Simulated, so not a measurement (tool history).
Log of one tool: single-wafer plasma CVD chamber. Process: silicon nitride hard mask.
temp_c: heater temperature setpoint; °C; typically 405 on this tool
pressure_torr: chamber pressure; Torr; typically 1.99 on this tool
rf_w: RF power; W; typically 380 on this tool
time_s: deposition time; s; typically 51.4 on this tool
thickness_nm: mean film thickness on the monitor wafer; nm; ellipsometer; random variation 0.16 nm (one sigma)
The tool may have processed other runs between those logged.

run    hour  temp_c  pressure_torr  rf_w  time_s  wafers since the last listed run  hours since the last thermocouple change  hours since the last RF generator calibration  hours since the last manometer calibration  hours since the showerhead was replaced  hours since the gauge calibration  read-back reference wafer on the same gauge, thickness_nm  thickness_nm
  1     0.0     405           1.99   360    51.4                                 0                                    1410.4                                         2002.1                                      1308.4                                   3222.0                              616.2                                                     67.103        63.450
       61.9  -- capacitance manometer re-zeroed and calibrated
  2    62.4     405           1.99   360    51.4                              1378                                    1472.8                                         2064.5                                         0.5                                   3284.4                              678.6                                                     67.125        63.489
  3   101.6     405           1.99   380    51.4                               993                                    1512.0                                         2103.7                                        39.7                                   3323.6                              717.8                                                     67.198        65.683
  4   153.9     405           1.99   380    51.4                              1324                                    1564.3                                         2156.0                                        92.0                                   3375.9                              770.1                                                     67.103        65.927
  5   184.6     405           1.99   380    51.4                               777                                    1595.0                                         2186.7                                       122.7                                   3406.6                              800.8                                                     67.029        65.890
  6   254.2     405           1.99   380    51.4                              1763                                    1664.6                                         2256.3                                       192.3                                   3476.2                              870.4                                                     67.138        65.755
  7   298.2     405           1.99   380    51.4                              1114                                    1708.6                                         2300.3                                       236.3                                   3520.2                              914.4                                                     67.018        65.552
  8   341.4     405           1.99   380    51.4                              1094                                    1751.8                                         2343.5                                       279.5                                   3563.4                              957.6                                                     67.065        65.497
  9   376.0     405           1.80   380    51.4                               876                                    1786.4                                         2378.1                                       314.1                                   3598.0                              992.2                                                     67.121        64.337
 10   444.9     405           1.80   380    51.4                              1745                                    1855.3                                         2447.0                                       383.0                                   3666.9                             1061.1                                                     67.065        64.003
 11   504.9     405           1.99   380    51.4                              1519                                    1915.3                                         2507.0                                       443.0                                   3726.9                             1121.1                                                     67.098        65.176
 12   554.1     391           1.99   335    51.4                              1246                                    1964.5                                         2556.2                                       492.2                                   3776.1                             1170.3                                                     67.167        60.024
 13   596.3     418           1.74   335    60.3                              1069                                    2006.7                                         2598.4                                       534.4                                   3818.3                             1212.5                                                     67.050        68.254
      598.3  -- gauge calibrated
 14   664.0     405           1.78   380    51.4                              1715                                    2074.4                                         2666.1                                       602.1                                   3886.0                               65.7                                                     67.106        63.955
      736.5  -- RF generator calibrated
 15   840.0     405           1.84   400    44.4                              4255                                    2250.4                                          103.5                                       778.1                                   4062.0                              241.7                                                     67.066        59.926
 16   910.3     405           1.84   400    44.4                              1780                                    2320.7                                          173.8                                       848.4                                   4132.3                              312.0                                                     67.150        59.906
 17   936.1     405           1.99   380    60.5                               653                                    2346.5                                          199.6                                       874.2                                   4158.1                              337.8                                                     67.079        79.999
     1013.4  -- thermocouple changed; heater temperature recalibrated
     1035.3  -- showerhead replaced
 18  1119.1     405           1.79   340    51.4                              4230                                     105.7                                          382.6                                      1057.2                                     83.8                              520.8                                                     67.139        61.858
 19  1156.3     400           1.99   380    45.8                               942                                     142.9                                          419.8                                      1094.4                                    121.0                              558.0                                                     67.144        60.487
     1202.1  -- capacitance manometer re-zeroed and calibrated
 20  1202.4     405           2.14   380    54.5                               965                                     189.0                                          465.9                                         0.3                                    167.1                              604.1                                                     67.005        72.592
 21  1243.6     414           1.69   380    51.4                              1043                                     230.2                                          507.1                                        41.5                                    208.3                              645.3                                                     67.111        65.807
 22  1297.1     395           1.99   380    44.9                              1355                                     283.7                                          560.6                                        95.0                                    261.8                              698.8                                                     67.146        59.334
 23  1367.3     405           1.99   380    43.6                              1778                                     353.9                                          630.8                                       165.2                                    332.0                              769.0                                                     67.099        57.534
 24  1408.4     405           1.99   380    51.4                              1041                                     395.0                                          671.9                                       206.3                                    373.1                              810.1                                                     67.097        67.588
 25  1442.1     409           2.25   345    54.5                               853                                     428.7                                          705.6                                       240.0                                    406.8                              843.8                                                     67.087        68.398
 26  1482.0     405           1.99   380    51.4                              1010                                     468.6                                          745.5                                       279.9                                    446.7                              883.7                                                     67.169        67.270
 27  1545.5     405           1.99   380    51.4                              1608                                     532.1                                          809.0                                       343.4                                    510.2                              947.2                                                     67.096        67.510
 28  1598.1     416           1.54   425    42.6                              1332                                     584.7                                          861.6                                       396.0                                    562.8                              999.8                                                     67.081        57.114

Branching from run 28: 4 alternative next runs. What would each branch give?
  A  1598.5     405           1.99   380    58.8                                10                                     585.1                                          862.0                                       396.4                                    563.2                             1000.2                                                          ?             ?
  B  1598.5     393           1.75   400    60.6                                10                                     585.1                                          862.0                                       396.4                                    563.2                             1000.2                                                          ?             ?
  C  1598.5     414           1.69   450    43.9                                10                                     585.1                                          862.0                                       396.4                                    563.2                             1000.2                                                          ?             ?
  D  1598.5     405           1.99   380    45.0                                10                                     585.1                                          862.0                                       396.4                                    563.2                             1000.2                                                          ?             ?

run  read-back reference wafer on the same gauge, thickness_nm  thickness_nm
  A                                                     67.125        77.006
  B                                                     67.125        80.725
  C                                                     67.125        61.926
  D                                                     67.125        58.963
With no hidden state in the tool, these same runs would have given:
run  thickness_nm
  A        78.015
  B        81.705
  C        62.677
  D        59.735
